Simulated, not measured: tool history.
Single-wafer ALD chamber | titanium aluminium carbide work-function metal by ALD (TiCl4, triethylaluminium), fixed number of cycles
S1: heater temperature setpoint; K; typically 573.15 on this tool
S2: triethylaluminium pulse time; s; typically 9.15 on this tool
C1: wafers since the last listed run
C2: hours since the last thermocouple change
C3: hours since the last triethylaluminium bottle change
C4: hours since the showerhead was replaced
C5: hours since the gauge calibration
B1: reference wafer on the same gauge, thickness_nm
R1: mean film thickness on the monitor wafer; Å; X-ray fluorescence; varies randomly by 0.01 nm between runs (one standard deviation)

{"run": 1, "hour": 0.0, "S1": 573.15, "S2": 9.15, "C1": 0, "C2": 2597.4, "C3": 1042.4, "C4": 2171.3, "C5": 28.7, "B1": 1.861, "R1": 16.89}
{"run": 2, "hour": 14.2, "S1": 573.15, "S2": 9.15, "C1": 189, "C2": 2611.6, "C3": 1056.6, "C4": 2185.5, "C5": 42.9, "B1": 1.861, "R1": 16.82}
{"run": 3, "hour": 42.9, "S1": 573.15, "S2": 9.15, "C1": 382, "C2": 2640.3, "C3": 1085.3, "C4": 2214.2, "C5": 71.6, "B1": 1.861, "R1": 16.88}
{"run": 4, "hour": 57.9, "S1": 573.15, "S2": 9.15, "C1": 199, "C2": 2655.3, "C3": 1100.3, "C4": 2229.2, "C5": 86.6, "B1": 1.86, "R1": 16.86}
{"run": 5, "hour": 70.9, "S1": 573.15, "S2": 9.15, "C1": 173, "C2": 2668.3, "C3": 1113.3, "C4": 2242.2, "C5": 99.6, "B1": 1.862, "R1": 16.7}
{"run": 6, "hour": 88.8, "S1": 573.15, "S2": 9.15, "C1": 238, "C2": 2686.2, "C3": 1131.2, "C4": 2260.1, "C5": 117.5, "B1": 1.86, "R1": 16.72}
{"run": 7, "hour": 105.0, "S1": 573.15, "S2": 9.15, "C1": 215, "C2": 2702.4, "C3": 1147.4, "C4": 2276.3, "C5": 133.7, "B1": 1.858, "R1": 16.81}
{"hour": 157.9, "done": "showerhead replaced"}
{"run": 8, "hour": 158.4, "S1": 573.15, "S2": 9.15, "C1": 604, "C2": 2755.8, "C3": 1200.8, "C4": 0.5, "C5": 187.1, "B1": 1.86, "R1": 16.73}
{"run": 9, "hour": 164.8, "S1": 573.15, "S2": 9.15, "C1": 85, "C2": 2762.2, "C3": 1207.2, "C4": 6.9, "C5": 193.5, "B1": 1.861, "R1": 16.71}
{"run": 10, "hour": 180.3, "S1": 573.15, "S2": 9.15, "C1": 206, "C2": 2777.7, "C3": 1222.7, "C4": 22.4, "C5": 209.0, "B1": 1.859, "R1": 16.53}
{"run": 11, "hour": 191.9, "S1": 573.15, "S2": 9.15, "C1": 154, "C2": 2789.3, "C3": 1234.3, "C4": 34.0, "C5": 220.6, "B1": 1.862, "R1": 16.44}
{"run": 12, "hour": 201.0, "S1": 573.15, "S2": 11.19, "C1": 121, "C2": 2798.4, "C3": 1243.4, "C4": 43.1, "C5": 229.7, "B1": 1.858, "R1": 17.65}
{"run": 13, "hour": 243.5, "S1": 573.15, "S2": 11.19, "C1": 566, "C2": 2840.9, "C3": 1285.9, "C4": 85.6, "C5": 272.2, "B1": 1.858, "R1": 17.72}
{"run": 14, "hour": 258.6, "S1": 573.15, "S2": 11.19, "C1": 201, "C2": 2856.0, "C3": 1301.0, "C4": 100.7, "C5": 287.3, "B1": 1.858, "R1": 17.48}
{"hour": 269.0, "done": "triethylaluminium bottle replaced"}
{"run": 15, "hour": 275.8, "S1": 573.15, "S2": 9.15, "C1": 122, "C2": 2873.2, "C3": 6.8, "C4": 117.9, "C5": 304.5, "B1": 1.857, "R1": 18.5}
{"run": 16, "hour": 288.5, "S1": 573.15, "S2": 9.15, "C1": 169, "C2": 2885.9, "C3": 19.5, "C4": 130.6, "C5": 317.2, "B1": 1.861, "R1": 18.6}
{"run": 17, "hour": 298.9, "S1": 577.15, "S2": 5.81, "C1": 138, "C2": 2896.3, "C3": 29.9, "C4": 141.0, "C5": 327.6, "B1": 1.859, "R1": 15.68}
{"hour": 315.7, "done": "thermocouple changed; heater temperature recalibrated"}
{"run": 18, "hour": 316.2, "S1": 578.15, "S2": 5.78, "C1": 123, "C2": 0.5, "C3": 47.2, "C4": 158.3, "C5": 344.9, "B1": 1.86, "R1": 15.56}
{"run": 19, "hour": 317.9, "S1": 587.15, "S2": 7.33, "C1": 22, "C2": 2.2, "C3": 48.9, "C4": 160.0, "C5": 346.6, "B1": 1.86, "R1": 18.4}
{"run": 20, "hour": 325.2, "S1": 587.15, "S2": 5.64, "C1": 97, "C2": 9.5, "C3": 56.2, "C4": 167.3, "C5": 353.9, "B1": 1.86, "R1": 15.81}
{"run": 21, "hour": 333.1, "S1": 573.15, "S2": 9.15, "C1": 105, "C2": 17.4, "C3": 64.1, "C4": 175.2, "C5": 361.8, "B1": 1.859, "R1": 18.51}
{"run": 22, "hour": 378.0, "S1": 565.15, "S2": 6.11, "C1": 598, "C2": 62.3, "C3": 109.0, "C4": 220.1, "C5": 406.7, "B1": 1.86, "R1": 15.36}
{"run": 23, "hour": 386.0, "S1": 567.15, "S2": 9.15, "C1": 106, "C2": 70.3, "C3": 117.0, "C4": 228.1, "C5": 414.7, "B1": 1.861, "R1": 18.07}
{"run": 24, "hour": 392.8, "S1": 573.15, "S2": 12.13, "C1": 90, "C2": 77.1, "C3": 123.8, "C4": 234.9, "C5": 421.5, "B1": 1.86, "R1": 19.2}
{"hour": 415.9, "done": "gauge calibrated"}
{"run": 25, "hour": 418.2, "S1": 561.15, "S2": 9.15, "C1": 338, "C2": 102.5, "C3": 149.2, "C4": 260.3, "C5": 2.3, "B1": 1.862, "R1": 17.63}
{"run": 26, "hour": 433.7, "S1": 573.15, "S2": 7.89, "C1": 206, "C2": 118.0, "C3": 164.7, "C4": 275.8, "C5": 17.8, "B1": 1.859, "R1": 17.65}
{"run": 27, "hour": 450.3, "S1": 573.15, "S2": 12.13, "C1": 221, "C2": 134.6, "C3": 181.3, "C4": 292.4, "C5": 34.4, "B1": 1.861, "R1": 19.13}
{"run": 28, "hour": 462.2, "S1": 586.15, "S2": 12.35, "C1": 158, "C2": 146.5, "C3": 193.2, "C4": 304.3, "C5": 46.3, "B1": 1.859, "R1": 20.15}
{"run": 29, "hour": 476.1, "S1": 567.15, "S2": 8.2, "C1": 185, "C2": 160.4, "C3": 207.1, "C4": 318.2, "C5": 60.2, "B1": 1.859, "R1": 17.29}
{"run": 30, "hour": 496.8, "S1": 573.15, "S2": 12.6, "C1": 275, "C2": 181.1, "C3": 227.8, "C4": 338.9, "C5": 80.9, "B1": 1.859, "R1": 19.28}
{"run": 31, "hour": 512.4, "S1": 573.15, "S2": 12.01, "C1": 207, "C2": 196.7, "C3": 243.4, "C4": 354.5, "C5": 96.5, "B1": 1.86, "R1": 19.15}
{"run": 32, "hour": 519.9, "S1": 573.15, "S2": 9.15, "C1": 99, "C2": 204.2, "C3": 250.9, "C4": 362.0, "C5": 104.0, "B1": 1.861, "R1": 18.42}

Run-by-run hidden state of the tool:
wafer temperature above the value expected at the setpoint (K): 0 in every run
gauge reads high (%): 0 in every run
H1: triethylaluminium dose above that of a fresh bottle (%)
run=1 H1=-26.5
run=2 H1=-26.8
run=3 H1=-27.5
run=4 H1=-27.8
run=5 H1=-28.1
run=6 H1=-28.5
run=7 H1=-28.8
run=8 H1=-30
run=9 H1=-30.2
run=10 H1=-30.5
run=11 H1=-30.8
run=12 H1=-31
run=13 H1=-31.9
run=14 H1=-32.2
run=15 H1=-0.881
run=16 H1=-1.16
run=17 H1=-1.39
run=18 H1=-1.77
run=19 H1=-1.81
run=20 H1=-1.97
run=21 H1=-2.14
run=22 H1=-3.14
run=23 H1=-3.31
run=24 H1=-3.46
run=25 H1=-4.02
run=26 H1=-4.36
run=27 H1=-4.73
run=28 H1=-4.99
run=29 H1=-5.3
run=30 H1=-5.76
run=31 H1=-6.1
run=32 H1=-6.27
